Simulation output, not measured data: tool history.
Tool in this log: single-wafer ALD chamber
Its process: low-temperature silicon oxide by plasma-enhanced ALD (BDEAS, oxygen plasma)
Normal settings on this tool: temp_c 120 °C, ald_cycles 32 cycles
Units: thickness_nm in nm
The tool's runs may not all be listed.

run    hour  temp_c  ald_cycles  wafers since the last listed run  hours since the last thermocouple change  hours since the gauge calibration  read-back reference wafer on the same gauge, thickness_nm  thickness_nm
  1     0.0     120          29                                 0                                    1334.9                              856.2                                                      3.281         3.648
  2    39.2     120          32                               433                                    1374.1                              895.4                                                      3.281         4.038
  3    98.3     120          32                               652                                    1433.2                              954.5                                                      3.282         4.041
  4   157.7     120          32                               656                                    1492.6                             1013.9                                                      3.280         4.042
  5   214.8     131          27                               630                                    1549.7                             1071.0                                                      3.278         3.344
  6   254.7     131          32                               440                                    1589.6                             1110.9                                                      3.282         3.961
  7   281.2     131          32                               292                                    1616.1                             1137.4                                                      3.279         3.970
  8   336.6     131          32                               612                                    1671.5                             1192.8                                                      3.279         3.978
  9   367.5     120          32                               341                                    1702.4                             1223.7                                                      3.277         4.048
 10   428.8     120          32                               677                                    1763.7                             1285.0                                                      3.278         4.044
 11   474.7     120          32                               507                                    1809.6                             1330.9                                                      3.285         4.044
 12   519.6     120          32                               496                                    1854.5                             1375.8                                                      3.284         4.044
 13   570.2     109          35                               559                                    1905.1                             1426.4                                                      3.279         4.494
 14   642.1     109          35                               794                                    1977.0                             1498.3                                                      3.276         4.526
 15   709.5     120          32                               744                                    2044.4                             1565.7                                                      3.286         4.028
 16   771.9     120          32                               689                                    2106.8                             1628.1                                                      3.276         4.057
 17   806.1     110          35                               377                                    2141.0                             1662.3                                                      3.279         4.509
      864.3  -- thermocouple changed; heater temperature recalibrated
 18   864.8     113          38                               560                                       0.5                             1721.0                                                      3.278         4.854
     1018.9  -- gauge calibrated
 19  1034.3     134          30                              1872                                     170.0                               15.4                                                      3.281         3.703
 20  1067.5     127          30                               366                                     203.2                               48.6                                                      3.279         3.757
 21  1138.2     110          27                               781                                     273.9                              119.3                                                      3.283         3.478
 22  1183.0     134          27                               494                                     318.7                              164.1                                                      3.281         3.320
 23  1251.5     115          32                               756                                     387.2                              232.6                                                      3.281         4.096
 24  1316.9     105          30                               722                                     452.6                              298.0                                                      3.283         3.865
 25  1376.5     106          38                               658                                     512.2                              357.6                                                      3.281         4.909
 26  1408.9     105          29                               357                                     544.6                              390.0                                                      3.278         3.750
 27  1443.1     120          32                               377                                     578.8                              424.2                                                      3.282         4.043
 28  1504.3     115          35                               676                                     640.0                              485.4                                                      3.283         4.463
 29  1541.5     120          36                               411                                     677.2                              522.6                                                      3.281         4.540

3 ways to go on from here, each from the tool as it stands after run 29. What would each give?
  A  1542.0     120          30                                 5                                     677.7                              523.1                                                          ?             ?
  B  1542.0     131          36                                 5                                     677.7                              523.1                                                          ?             ?
  C  1542.0     132          30                                 5                                     677.7                              523.1                                                          ?             ?

run  read-back reference wafer on the same gauge, thickness_nm  thickness_nm
  A                                                      3.281         3.778
  B                                                      3.281         4.452
  C                                                      3.281         3.703
Without the tool's hidden state the same runs would have given:
run  thickness_nm
  A         3.778
  B         4.452
  C         3.703
